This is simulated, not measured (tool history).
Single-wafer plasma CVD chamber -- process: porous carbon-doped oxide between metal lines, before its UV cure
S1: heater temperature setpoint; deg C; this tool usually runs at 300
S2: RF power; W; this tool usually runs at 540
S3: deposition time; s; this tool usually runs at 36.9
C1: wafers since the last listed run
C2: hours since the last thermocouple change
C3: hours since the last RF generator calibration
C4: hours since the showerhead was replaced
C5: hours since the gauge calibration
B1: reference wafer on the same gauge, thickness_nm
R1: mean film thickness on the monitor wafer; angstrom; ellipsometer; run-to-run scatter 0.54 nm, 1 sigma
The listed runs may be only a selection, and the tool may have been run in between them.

run,day,S1,S2,S3,C1,C2,C3,C4,C5,B1,R1
1,0,293,540,36.9,0,1081.1,861.8,3882.9,379.4,180.977,2332.94
2,2.929,293,540,36.9,2066,1151.4,932.1,3953.2,449.7,180.387,2335.71
3,4.438,300,540,36.9,1063,1187.6,968.3,3989.4,485.9,180.34,2237.9
4,5.775,300,540,36.9,943,1219.7,1000.4,4021.5,518,179.863,2232.25
5,7.392,300,540,36.9,1140,1258.5,1039.2,4060.3,556.8,179.349,2227.99
6,9.142,300,540,36.9,1234,1300.5,1081.2,4102.3,598.8,179.08,2217.81
7,10.196,295,540,36.9,743,1325.8,1106.5,4127.6,624.1,178.814,2280.24
8,11.704,295,540,36.9,1063,1362,1142.7,4163.8,660.3,178.324,2285.28
# day 12.925: gauge calibrated
9,13.5,300,540,36.9,1266,1405.1,1185.8,4206.9,13.8,181.533,2256.62
10,14.617,300,540,36.9,787,1431.9,1212.6,4233.7,40.6,181.719,2249.34
11,16.242,292,440,32.4,1146,1470.9,1251.6,4272.7,79.6,181.495,1837.15
# day 17.588: showerhead replaced
12,18.008,294,625,41.9,1011,1513.3,1294,10.1,122,181.42,2871.25
13,20.433,300,485,33.2,1710,1571.5,1352.2,68.3,180.2,181.188,1901.44
# day 22.121: RF generator calibrated
14,22.646,289,540,32.8,1325,1624.6,12.6,121.4,233.3,180.956,2141.81
# day 23.112: thermocouple changed; heater temperature recalibrated
15,24.7,310,570,33.3,1213,38.1,61.9,170.7,282.6,180.888,1982.41

Estimate the outcome of run 16 from the log above:
16,27.342,310,625,42.8,1863,101.5,125.3,234.1,346,?,?

{"run 16": {"B1": 180.221, "R1": 2658.81}}
Had the tool carried no hidden state, the very same run would have given R1 2681.69 angstrom.
